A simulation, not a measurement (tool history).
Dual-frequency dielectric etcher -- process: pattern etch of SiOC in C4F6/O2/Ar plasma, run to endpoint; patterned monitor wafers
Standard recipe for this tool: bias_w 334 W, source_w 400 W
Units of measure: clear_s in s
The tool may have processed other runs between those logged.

run      day  bias_w  source_w  wafers since the last listed run  hours since the last wet clean  hours since the last bias power generator calibration  hours since the last source power generator calibration  hours since the last upper electrode change  incoming incoming film thickness, nm  clear_s
  1        0     334       330                                 0                           321.3                                                 2993.4                                                   2234.4                                        370.2                                 31.81     13.3
  2    2.358     334       330                               970                           377.9                                                   3050                                                     2291                                        426.8                                 31.84     13.5
  3    6.717     334       330                              1793                           482.5                                                 3154.6                                                   2395.6                                        531.4                                 31.77     13.6
  4    9.917     280       400                              1316                           559.3                                                 3231.4                                                   2472.4                                        608.2                                 31.73     14.3
  5   11.992     280       400                               853                           609.1                                                 3281.2                                                   2522.2                                          658                                 31.97     14.5
      13.008  -- wet clean of the chamber
  6   16.483     389       340                              1436                            83.4                                                   3389                                                     2630                                        765.8                                 31.87     12.2
  7   19.279     389       340                              1150                           150.5                                                 3456.1                                                   2697.1                                        832.9                                 31.66       12
  8   21.112     389       340                               754                           194.5                                                 3500.1                                                   2741.1                                        876.9                                 31.38     11.9
  9   25.238     334       400                              1697                           293.5                                                 3599.1                                                   2840.1                                        975.9                                  31.5     12.6
 10   29.325     334       400                              1681                           391.6                                                 3697.2                                                   2938.2                                         1074                                 31.69     12.8
 11   33.175     334       400                              1584                             484                                                 3789.6                                                   3030.6                                       1166.4                                 31.91     13.1
 12   37.342     376       400                              1714                             584                                                 3889.6                                                   3130.6                                       1266.4                                 31.61     12.1
      39.775  -- wet clean of the chamber
 13   40.021     376       400                               690                             5.9                                                 3953.9                                                   3194.9                                       1330.7                                 31.44     11.6
 14   42.979     334       400                              1217                            76.9                                                 4024.9                                                   3265.9                                       1401.7                                 31.69     12.6
 15   45.867     334       400                              1188                           146.2                                                 4094.2                                                   3335.2                                         1471                                 31.71     12.7
 16   49.304     334       400                              1414                           228.7                                                 4176.7                                                   3417.7                                       1553.5                                 31.74     12.7
        52.7  -- bias power generator calibrated
 17   53.621     334       400                              1707                           332.3                                                   22.1                                                   3521.3                                       1657.1                                 31.94     12.9
 18   57.654     334       450                              1659                           429.1                                                  118.9                                                   3618.1                                       1753.9                                 31.73     12.3
 19   61.279     300       400                              1491                           516.1                                                  205.9                                                   3705.1                                       1840.9                                 31.51     13.8
      62.425  -- wet clean of the chamber
 20   65.233     334       400                              1215                            67.4                                                  300.8                                                     3800                                       1935.8                                 31.44     12.4
 21   69.454     271       400                              1736                           168.7                                                  402.1                                                   3901.3                                       2037.1                                 31.71     14.3
 22   73.667     252       460                              1733                           269.8                                                  503.2                                                   4002.4                                       2138.2                                 31.96     14.5
 23   75.192     275       370                               627                           306.4                                                  539.8                                                     4039                                       2174.8                                  31.6     14.5
 24   76.762     334       400                               646                           344.1                                                  577.5                                                   4076.7                                       2212.5                                  31.6     12.5
 25   79.104     400       360                               963                           400.3                                                  633.7                                                   4132.9                                       2268.7                                 31.76     11.9
      80.979  -- source power generator calibrated
 26   82.975     250       430                              1524                           493.2                                                  726.6                                                     47.9                                       2361.6                                 31.79       15
      84.796  -- wet clean of the chamber
      85.467  -- upper electrode replaced
 27   86.883     255       370                               919                            50.1                                                  820.4                                                    141.7                                           34                                 31.74     14.9
 28    90.05     334       470                              1302                           126.1                                                  896.4                                                    217.7                                          110                                 31.64     11.9
 29   93.754     358       450                              1524                             215                                                  985.3                                                    306.6                                        198.9                                 31.71     11.7
 30   96.517     275       470                              1136                           281.3                                                 1051.6                                                    372.9                                        265.2                                  31.8     13.7
 31   98.925     334       400                               990                           339.1                                                 1109.4                                                    430.7                                          323                                  31.8     12.8
 32  107.117     289       460                              3370                           535.7                                                   1306                                                    627.3                                        519.6                                 31.59     13.6
 33  108.917     334       400                               740                           578.9                                                 1349.2                                                    670.5                                        562.8                                  32.1     13.1
 34  110.483     334       400                               644                           616.5                                                 1386.8                                                    708.1                                        600.4                                 31.68       13

The next listed run, before its measurement:
     111.696  -- wet clean of the chamber
 35  113.671     334       350                               900                            47.4                                                 1463.3                                                    784.6                                        676.9                                 32.02        ?

{"run 35": {"clear_s": 13.2}}
Without the tool's hidden state the same run would have given clear_s 13.1 s.
